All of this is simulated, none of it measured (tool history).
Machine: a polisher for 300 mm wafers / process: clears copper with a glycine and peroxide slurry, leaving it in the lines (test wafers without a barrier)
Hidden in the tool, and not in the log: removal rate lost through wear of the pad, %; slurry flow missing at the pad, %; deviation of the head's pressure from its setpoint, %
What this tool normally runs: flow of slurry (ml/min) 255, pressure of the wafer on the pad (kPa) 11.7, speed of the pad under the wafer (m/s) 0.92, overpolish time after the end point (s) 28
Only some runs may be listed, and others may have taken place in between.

run,hour,flow of slurry (ml/min),pressure of the wafer on the pad (kPa),speed of the pad under the wafer (m/s),overpolish time after the end point (s),wafers since the last listed run,wafers polished on this pad,hours since the slurry nozzle was cleaned,hours since the head pressure was calibrated,"incoming thickness of the incoming film, nm",time until the end point was called (s),dishing of a wide line in a test structure (nm)
1,0.0,255,11.7,0.92,28,0,225,118.7,898.1,425.8,150.4,45.1
2,6.5,255,11.7,0.92,28,62,287,125.2,904.6,428.2,150.2,45.4
3,16.9,255,11.7,0.92,28,99,387,135.6,915.0,412.6,147.2,45.0
4,28.8,255,11.7,0.92,28,113,501,147.5,926.9,419.0,147.2,42.9
5,41.6,255,11.7,0.92,28,122,623,160.3,939.7,418.5,154.8,43.6
# hour 51.3: worn pad replaced by a new one
6,56.9,300,11.7,0.92,28,108,53,175.6,955.0,419.2,135.7,46.9
7,73.8,255,11.7,0.92,36,161,214,192.5,971.9,423.4,142.2,56.3
8,89.4,255,11.7,0.92,41,149,364,208.1,987.5,421.1,148.2,58.6
9,100.5,255,14.5,0.92,28,106,470,219.2,998.6,420.9,128.1,51.2
10,111.3,255,14.5,0.92,28,103,573,230.0,1009.4,419.6,133.8,50.5
# hour 117.9: worn pad replaced by a new one
11,122.8,255,14.5,0.92,28,71,46,241.5,1020.9,425.3,116.5,54.0
12,136.1,255,11.7,0.92,28,127,174,254.8,1034.2,418.6,139.0,46.3
13,150.4,255,11.7,0.92,28,136,310,269.1,1048.5,419.1,151.1,44.3
14,167.5,255,11.7,0.92,28,163,474,286.2,1065.6,417.8,149.8,44.2
15,175.6,255,11.7,0.92,28,77,552,294.3,1073.7,413.7,148.6,44.0
# hour 180.9: worn pad replaced by a new one
# hour 184.7: head pressure recalibrated
16,192.7,210,9.0,0.92,38,106,93,311.4,8.0,421.8,176.2,49.8
17,200.3,200,11.7,0.92,28,72,166,319.0,15.6,428.9,152.1,46.3
18,214.2,255,11.7,0.74,28,133,299,332.9,29.5,424.4,170.2,42.2
19,232.1,300,11.7,0.66,12,171,470,350.8,47.4,414.1,179.6,18.6

Forecast run 20:
# hour 241.7: slurry nozzle cleaned
20,249.2,280,11.7,0.92,36,154,624,7.5,64.5,417.4,?,?

{"run 20": {"time until the end point was called (s)": 150.1, "dishing of a wide line in a test structure (nm)": 51.7}}
Take away the tool's hidden state, keep the run-to-run variation as it was, and the same run would have given time until the end point was called (s) 131.6, dishing of a wide line in a test structure (nm) 56.7.
